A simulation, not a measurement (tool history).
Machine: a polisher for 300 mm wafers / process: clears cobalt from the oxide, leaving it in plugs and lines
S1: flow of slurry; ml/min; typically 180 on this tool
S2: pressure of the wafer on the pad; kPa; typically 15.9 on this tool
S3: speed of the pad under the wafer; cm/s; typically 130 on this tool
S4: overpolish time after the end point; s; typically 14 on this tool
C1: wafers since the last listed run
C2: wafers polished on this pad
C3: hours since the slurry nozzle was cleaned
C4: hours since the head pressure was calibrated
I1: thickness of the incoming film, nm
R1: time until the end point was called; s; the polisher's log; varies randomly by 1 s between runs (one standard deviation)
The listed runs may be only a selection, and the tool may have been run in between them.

run 1 hour=0 | S1=215 S2=15.9 S3=130 S4=14 | C1=0 C2=466 C3=268 C4=215.9 | I1=381.9 | R1=58.6
run 2 hour=15.1 | S1=180 S2=15.9 S3=130 S4=9 | C1=101 C2=568 C3=283.1 C4=231 | I1=379.9 | R1=59
run 3 hour=44 | S1=180 S2=15.9 S3=130 S4=9 | C1=195 C2=763 C3=312 C4=259.9 | I1=387.1 | R1=59.5
run 4 hour=60.2 | S1=180 S2=15.9 S3=130 S4=9 | C1=109 C2=872 C3=328.2 C4=276.1 | I1=378.3 | R1=59.1
-- hour=71.5 worn pad replaced by a new one
run 5 hour=78.1 | S1=180 S2=15.9 S3=130 S4=14 | C1=93 C2=44 C3=346.1 C4=294 | I1=376.8 | R1=59.4
run 6 hour=111.7 | S1=180 S2=15.9 S3=130 S4=14 | C1=226 C2=271 C3=379.7 C4=327.6 | I1=378.3 | R1=59.4
run 7 hour=146.6 | S1=180 S2=15.9 S3=130 S4=14 | C1=235 C2=507 C3=414.6 C4=362.5 | I1=379.2 | R1=59.5
run 8 hour=166.8 | S1=180 S2=15.9 S3=120 S4=8 | C1=136 C2=643 C3=434.8 C4=382.7 | I1=377.1 | R1=65.3
run 9 hour=187.3 | S1=180 S2=15.9 S3=120 S4=8 | C1=138 C2=782 C3=455.3 C4=403.2 | I1=377.5 | R1=65.1
run 10 hour=216.3 | S1=180 S2=15.9 S3=120 S4=8 | C1=195 C2=977 C3=484.3 C4=432.2 | I1=383.6 | R1=64.9
-- hour=241.4 worn pad replaced by a new one
run 11 hour=251.8 | S1=180 S2=15.9 S3=130 S4=14 | C1=212 C2=70 C3=519.8 C4=467.7 | I1=380.4 | R1=61.7
run 12 hour=283.6 | S1=180 S2=15.9 S3=130 S4=14 | C1=214 C2=285 C3=551.6 C4=499.5 | I1=380.9 | R1=63.8
run 13 hour=313.9 | S1=180 S2=15.9 S3=130 S4=14 | C1=204 C2=489 C3=581.9 C4=529.8 | I1=377.3 | R1=61.1
run 14 hour=345 | S1=180 S2=15.9 S3=146 S4=11 | C1=209 C2=699 C3=613 C4=560.9 | I1=377.9 | R1=55.8
run 15 hour=364.8 | S1=180 S2=15.9 S3=130 S4=14 | C1=133 C2=833 C3=632.8 C4=580.7 | I1=383.6 | R1=66.1
-- hour=394.5 slurry nozzle cleaned
-- hour=397.1 worn pad replaced by a new one
run 16 hour=397.6 | S1=160 S2=13.1 S3=110 S4=14 | C1=197 C2=3 C3=3.1 C4=613.5 | I1=384.4 | R1=95.1
run 17 hour=410.4 | S1=200 S2=18.6 S3=130 S4=12 | C1=86 C2=89 C3=15.9 C4=626.3 | I1=381.1 | R1=56.1
run 18 hour=433.6 | S1=205 S2=18.6 S3=104 S4=10 | C1=156 C2=246 C3=39.1 C4=649.5 | I1=378.6 | R1=70.2
run 19 hour=456.2 | S1=160 S2=15.9 S3=130 S4=16 | C1=152 C2=399 C3=61.7 C4=672.1 | I1=379.6 | R1=67.7
-- hour=478.4 head pressure recalibrated
run 20 hour=486.6 | S1=180 S2=10.3 S3=170 S4=14 | C1=191 C2=590 C3=92.1 C4=8.2 | I1=382 | R1=67.8
run 21 hour=515.5 | S1=180 S2=15.9 S3=120 S4=8 | C1=195 C2=786 C3=121 C4=37.1 | I1=377 | R1=60.7
-- hour=524.1 worn pad replaced by a new one
run 22 hour=548.3 | S1=180 S2=15.9 S3=156 S4=10 | C1=194 C2=163 C3=153.8 C4=69.9 | I1=378.1 | R1=46.8
run 23 hour=567.8 | S1=180 S2=15.9 S3=130 S4=14 | C1=131 C2=294 C3=173.3 C4=89.4 | I1=380.9 | R1=54.7
run 24 hour=602.4 | S1=230 S2=15.9 S3=110 S4=14 | C1=233 C2=528 C3=207.9 C4=124 | I1=383.5 | R1=66.8
run 25 hour=639.8 | S1=180 S2=15.9 S3=130 S4=14 | C1=252 C2=781 C3=245.3 C4=161.4 | I1=379.3 | R1=55.7
-- hour=661.3 worn pad replaced by a new one
run 26 hour=674.1 | S1=180 S2=13.1 S3=130 S4=20 | C1=204 C2=86 C3=279.6 C4=195.7 | I1=376.5 | R1=66.1
run 27 hour=692.4 | S1=130 S2=11 S3=130 S4=9 | C1=123 C2=209 C3=297.9 C4=214 | I1=383.3 | R1=84.3
run 28 hour=712.7 | S1=180 S2=15.9 S3=96 S4=14 | C1=137 C2=346 C3=318.2 C4=234.3 | I1=387.4 | R1=79.2
run 29 hour=743.3 | S1=180 S2=15.9 S3=130 S4=14 | C1=206 C2=553 C3=348.8 C4=264.9 | I1=385.2 | R1=57.9

Give the tool's hidden conditions for every run:
removal rate lost through wear of the pad, %: 0 at every run
slurry flow missing at the pad, %: 0 at every run
H1: deviation of the head's pressure from its setpoint, %
run=1 H1=-1.81
run=2 H1=-2.02
run=3 H1=-2.45
run=4 H1=-2.72
run=5 H1=-3.03
run=6 H1=-3.67
run=7 H1=-4.41
run=8 H1=-4.87
run=9 H1=-5.36
run=10 H1=-6.11
run=11 H1=-7.09
run=12 H1=-8.03
run=13 H1=-8.98
run=14 H1=-10
run=15 H1=-10.7
run=16 H1=-11.9
run=17 H1=-12.4
run=18 H1=-13.3
run=19 H1=-14.2
run=20 H1=1.49
run=21 H1=1.45
run=22 H1=1.34
run=23 H1=1.25
run=24 H1=1.02
run=25 H1=0.692
run=26 H1=0.317
run=27 H1=0.0871
run=28 H1=-0.192
run=29 H1=-0.66

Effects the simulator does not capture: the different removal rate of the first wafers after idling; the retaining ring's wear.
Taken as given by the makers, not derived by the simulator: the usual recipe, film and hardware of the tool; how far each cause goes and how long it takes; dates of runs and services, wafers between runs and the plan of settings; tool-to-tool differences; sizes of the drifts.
